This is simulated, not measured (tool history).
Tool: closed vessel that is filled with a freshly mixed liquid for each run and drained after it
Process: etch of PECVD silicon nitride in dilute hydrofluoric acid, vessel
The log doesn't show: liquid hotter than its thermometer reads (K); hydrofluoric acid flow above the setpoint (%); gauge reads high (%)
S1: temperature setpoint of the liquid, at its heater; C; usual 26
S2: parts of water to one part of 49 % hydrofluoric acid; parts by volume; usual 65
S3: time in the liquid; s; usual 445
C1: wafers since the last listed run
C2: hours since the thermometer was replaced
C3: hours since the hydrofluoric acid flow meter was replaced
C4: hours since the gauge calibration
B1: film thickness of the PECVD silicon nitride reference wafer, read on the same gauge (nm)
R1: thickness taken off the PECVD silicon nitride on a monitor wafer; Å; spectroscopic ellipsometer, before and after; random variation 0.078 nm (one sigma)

run     day  S1  S2   S3    C1      C2      C3     C4     B1     R1
  1       0  26  65  445     0  1127.5  1640.8   67.5     50  154.7
  2   0.754  24  65  445  1664  1145.6  1658.9   85.6  49.99  138.4
  3   1.446  24  65  445  1527  1162.2  1675.5  102.2  50.02  136.3
  4   2.621  26  65  300  2594  1190.4  1703.7  130.4  50.02  105.7
  5   3.583  26  65  300  2124  1213.5  1726.8  153.5  49.98    106
  6   4.567  26  65  300  2170  1237.1  1750.4  177.1     50  105.9
  7   5.538  26  65  445  2143  1260.4  1773.7  200.4  50.02  156.7
      5.921  -- gauge calibrated
  8   6.242  26  65  445  1554  1277.3  1790.6    7.7  49.98  157.6
  9   7.483  24  65  520  2741  1307.1  1820.4   37.5  49.97  161.7
 10   8.008  26  65  445  1159  1319.7    1833   50.1  50.03  157.1
      8.067  -- hydrofluoric acid flow meter replaced
 11     9.1  26  65  445  2318  1345.9    24.8   76.3     50  165.2
 12   9.608  23  75  200  1122  1358.1      37   88.5  50.01     53
     10.333  -- thermometer replaced
 13  10.838  26  45  445  2621    12.1    66.5    118  50.01  238.4
     11.204  -- hydrofluoric acid flow meter replaced, repeated, since the last time left the tool worse
 14  11.929  26  65  565  2318    38.3    17.4  144.2  49.96  182.2
 15  13.375  26  65  445  3192      73    52.1  178.9  49.98  144.7
 16  14.225  26  65  250  1876    93.4    72.5  199.3  49.99   82.2

The tool's hidden state at each run:
liquid hotter than its thermometer reads (K): 0 in every run
gauge reads high (%): 0 in every run
H1: hydrofluoric acid flow above the setpoint (%)
run     H1
  1   8.64
  2   8.73
  3   8.81
  4   8.95
  5   9.06
  6   9.18
  7   9.29
  8   9.37
  9   9.52
 10   9.58
 11   15.4
 12   15.4
 13   15.6
 14  0.747
 15  0.917
 16   1.02

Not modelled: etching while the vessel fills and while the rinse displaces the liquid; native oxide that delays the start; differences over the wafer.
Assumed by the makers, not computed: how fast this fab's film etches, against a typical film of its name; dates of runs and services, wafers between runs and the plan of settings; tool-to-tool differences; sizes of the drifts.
